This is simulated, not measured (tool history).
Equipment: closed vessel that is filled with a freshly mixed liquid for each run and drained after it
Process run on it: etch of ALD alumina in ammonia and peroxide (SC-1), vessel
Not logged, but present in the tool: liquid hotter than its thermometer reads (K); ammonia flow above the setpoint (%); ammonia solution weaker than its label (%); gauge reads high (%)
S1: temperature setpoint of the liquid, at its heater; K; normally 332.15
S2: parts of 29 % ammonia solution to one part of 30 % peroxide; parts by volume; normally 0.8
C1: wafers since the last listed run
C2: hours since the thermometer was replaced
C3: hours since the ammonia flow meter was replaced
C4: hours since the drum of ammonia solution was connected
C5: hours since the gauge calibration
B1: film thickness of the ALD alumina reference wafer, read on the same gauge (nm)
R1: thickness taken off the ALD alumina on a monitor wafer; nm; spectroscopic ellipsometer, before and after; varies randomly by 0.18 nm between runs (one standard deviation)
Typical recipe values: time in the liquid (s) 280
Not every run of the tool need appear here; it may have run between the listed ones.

{"run": 1, "day": 0.0, "S1": 332.15, "S2": 0.8, "time in the liquid (s)": 280, "C1": 0, "C2": 764.6, "C3": 139.2, "C4": 95.6, "C5": 2302.4, "B1": 130.01, "R1": 21.67}
{"run": 2, "day": 1.367, "S1": 332.15, "S2": 0.8, "time in the liquid (s)": 280, "C1": 3471, "C2": 797.4, "C3": 172, "C4": 128.4, "C5": 2335.2, "B1": 129.99, "R1": 21.88}
{"run": 3, "day": 2.788, "S1": 332.15, "S2": 0.8, "time in the liquid (s)": 280, "C1": 3608, "C2": 831.5, "C3": 206.1, "C4": 162.5, "C5": 2369.3, "B1": 130.01, "R1": 21.7}
{"day": 3.662, "done": "gauge calibrated"}
{"run": 4, "day": 4.854, "S1": 332.15, "S2": 0.8, "time in the liquid (s)": 280, "C1": 5249, "C2": 881.1, "C3": 255.7, "C4": 212.1, "C5": 28.6, "B1": 129.99, "R1": 21.93}
{"day": 6.692, "done": "thermometer replaced"}
{"run": 5, "day": 7.288, "S1": 332.15, "S2": 0.8, "time in the liquid (s)": 280, "C1": 6074, "C2": 14.3, "C3": 314.1, "C4": 270.5, "C5": 87, "B1": 129.96, "R1": 20.85}
{"run": 6, "day": 8.858, "S1": 332.15, "S2": 0.8, "time in the liquid (s)": 280, "C1": 3989, "C2": 52, "C3": 351.8, "C4": 308.2, "C5": 124.7, "B1": 130.03, "R1": 20.88}
{"run": 7, "day": 10.829, "S1": 328.15, "S2": 1.1, "time in the liquid (s)": 350, "C1": 5005, "C2": 99.3, "C3": 399.1, "C4": 355.5, "C5": 172, "B1": 129.99, "R1": 21.51}
{"run": 8, "day": 12.933, "S1": 332.15, "S2": 0.8, "time in the liquid (s)": 280, "C1": 5344, "C2": 149.8, "C3": 449.6, "C4": 406, "C5": 222.5, "B1": 130, "R1": 20.94}
{"run": 9, "day": 14.962, "S1": 332.15, "S2": 0.8, "time in the liquid (s)": 280, "C1": 5154, "C2": 198.5, "C3": 498.3, "C4": 454.7, "C5": 271.2, "B1": 130.04, "R1": 20.81}
{"day": 16.875, "done": "ammonia flow meter replaced"}
{"run": 10, "day": 17.171, "S1": 332.15, "S2": 0.8, "time in the liquid (s)": 280, "C1": 5503, "C2": 251.5, "C3": 7.1, "C4": 507.7, "C5": 324.2, "B1": 130, "R1": 21.28}
{"day": 18.3, "done": "new drum of ammonia solution connected"}
{"run": 11, "day": 19.058, "S1": 332.15, "S2": 0.5, "time in the liquid (s)": 200, "C1": 4688, "C2": 296.8, "C3": 52.4, "C4": 18.2, "C5": 369.5, "B1": 130, "R1": 14.44}
{"run": 12, "day": 21.296, "S1": 338.15, "S2": 1, "time in the liquid (s)": 220, "C1": 5683, "C2": 350.5, "C3": 106.1, "C4": 71.9, "C5": 423.2, "B1": 130, "R1": 22.82}
{"run": 13, "day": 24.083, "S1": 332.15, "S2": 0.8, "time in the liquid (s)": 280, "C1": 7080, "C2": 417.4, "C3": 173, "C4": 138.8, "C5": 490.1, "B1": 130.04, "R1": 21.19}
{"run": 14, "day": 26.708, "S1": 326.65, "S2": 0.9, "time in the liquid (s)": 160, "C1": 6667, "C2": 480.4, "C3": 236, "C4": 201.8, "C5": 553.1, "B1": 129.99, "R1": 9.28}
{"run": 15, "day": 28.979, "S1": 332.15, "S2": 0.8, "time in the liquid (s)": 280, "C1": 5767, "C2": 534.9, "C3": 290.5, "C4": 256.3, "C5": 607.6, "B1": 130.01, "R1": 21.54}
{"run": 16, "day": 30.375, "S1": 335.65, "S2": 1.05, "time in the liquid (s)": 280, "C1": 3545, "C2": 568.4, "C3": 324, "C4": 289.8, "C5": 641.1, "B1": 129.99, "R1": 26.49}

What does the tool deliver on the next run?
{"run": 17, "day": 32.033, "S1": 329.65, "S2": 1, "time in the liquid (s)": 280, "C1": 4212, "C2": 608.2, "C3": 363.8, "C4": 329.6, "C5": 680.9, "B1": "?", "R1": "?"}

{"run 17": {"B1": 129.99, "R1": 19.45}}
With the hidden condition absent and the run-to-run variation left alone, this run would have shown R1 18.42 nm.
